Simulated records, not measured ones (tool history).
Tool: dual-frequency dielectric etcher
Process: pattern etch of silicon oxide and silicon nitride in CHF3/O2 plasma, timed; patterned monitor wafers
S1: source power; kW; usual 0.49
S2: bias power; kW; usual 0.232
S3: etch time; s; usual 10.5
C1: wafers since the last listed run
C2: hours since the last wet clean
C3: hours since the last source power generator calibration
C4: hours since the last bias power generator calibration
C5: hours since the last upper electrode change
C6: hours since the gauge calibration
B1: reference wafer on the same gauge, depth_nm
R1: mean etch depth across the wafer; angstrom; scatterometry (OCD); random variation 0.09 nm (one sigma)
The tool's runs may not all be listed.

run   hour    S1     S2    S3   C1     C2      C3      C4      C5     C6     B1     R1
  1      0  0.49  0.232  10.5    0  451.7  4602.1  2500.7  3489.8  116.1     15  154.7
  2   14.8  0.49  0.232  10.5  266  466.5  4616.9  2515.5  3504.6  130.9  15.01  154.3
  3   32.3  0.49  0.232  10.5  314    484  4634.4    2533  3522.1  148.4  14.97  154.4
      59.7  -- upper electrode replaced, of another model than before
  4   60.2  0.49  0.232  10.5   70  511.9  4662.3  2560.9     0.5  176.3  14.97  154.7
  5   60.5  0.49  0.232  10.5    5  512.2  4662.6  2561.2     0.8  176.6     15  154.2
      85.8  -- wet clean of the chamber
  6   86.3  0.49  0.232  10.5   32    0.5  4688.4    2587    26.6  202.4  15.01    146
  7   86.6  0.42  0.232  10.5    5    0.8  4688.7  2587.3    26.9  202.7     15  129.1
  8   94.9  0.49  0.232  10.5  149    9.1    4697  2595.6    35.2    211  15.01    147
  9  111.7  0.49  0.232  10.5  302   25.9  4713.8  2612.4      52  227.8  14.97    149
 10  125.8  0.59  0.232  11.5  253     40  4727.9  2626.5    66.1  241.9     15  184.3
 11  132.1  0.49  0.232  10.5  113   46.3  4734.2  2632.8    72.4  248.2     15  146.5
 12  149.4  0.56  0.215    13  310   63.6  4751.5  2650.1    89.7  265.5  14.99  186.9
 13  161.5  0.49  0.202  10.5  217   75.7  4763.6  2662.2   101.8  277.6  14.98  129.4
     164.8  -- gauge calibrated
 14  172.4  0.49  0.232  10.5  195   86.6  4774.5  2673.1   112.7    7.6  15.03  148.5
 15  183.7  0.44  0.195   9.5  203   97.9  4785.8  2684.4     124   18.9  14.96  103.6
 16  193.4  0.54  0.232  10.5  174  107.6  4795.5  2694.1   133.7   28.6  14.97  158.7
     204.8  -- bias power generator calibrated
 17  212.2  0.49  0.232  10.5  266  126.4  4814.3     7.4   152.5   47.4  14.99  148.8
 18  229.9   0.4  0.199  10.5  318  144.1    4832    25.1   170.2   65.1  15.04  107.8
 19  243.8  0.38  0.267  10.5  249    158  4845.9      39   184.1     79  15.01  134.7
     253.9  -- source power generator calibrated
 20  254.4  0.49  0.192   9.5  118  168.6     0.5    49.6   194.7   89.6     15  111.8
 21  265.1  0.42  0.278   7.5  192  179.3    11.2    60.3   205.4  100.3  15.02  109.3
 22  274.9  0.58  0.175     9  176  189.1      21    70.1   215.2  110.1  14.97  108.1
 23  292.2  0.44  0.195     9  310  206.4    38.3    87.4   232.5  127.4  14.98   99.6
 24  301.5   0.6  0.217  10.5  167  215.7    47.6    96.7   241.8  136.7  14.97    163
 25  313.9  0.49  0.268  11.5  222  228.1      60   109.1   254.2  149.1  14.99  185.9
 26  321.6  0.46  0.251   8.5  138  235.8    67.7   116.8   261.9  156.8  15.01    125
 27  336.2  0.55   0.28    13  262  250.4    82.3   131.4   276.5  171.4  15.04  236.9
 28    353  0.49  0.232  10.5  302  267.2    99.1   148.2   293.3  188.2  15.02  151.3
 29    361  0.39   0.26   7.5  143  275.2   107.1   156.2   301.3  196.2  14.97   98.2
 30  373.8  0.42  0.287   9.5  230    288   119.9     169   314.1    209  14.98  141.5

4 ways to go on from here, each from the tool as it stands after run 30. What would each give?
  A  374.2  0.49  0.232  10.5   7  288.4  120.3  169.4  314.5  209.4   ?   ?
  B  374.2  0.42  0.232     9   7  288.4  120.3  169.4  314.5  209.4   ?   ?
  C  374.2  0.39  0.232  10.5   7  288.4  120.3  169.4  314.5  209.4   ?   ?
  D  374.2  0.42  0.232    12   7  288.4  120.3  169.4  314.5  209.4   ?   ?

run  B1     R1
  A  15  153.6
  B  15    116
  C  15  126.2
  D  15  154.7
Without the tool's hidden state the same runs would have given:
run     R1
  A  149.7
  B  113.1
  C  122.9
  D  150.7
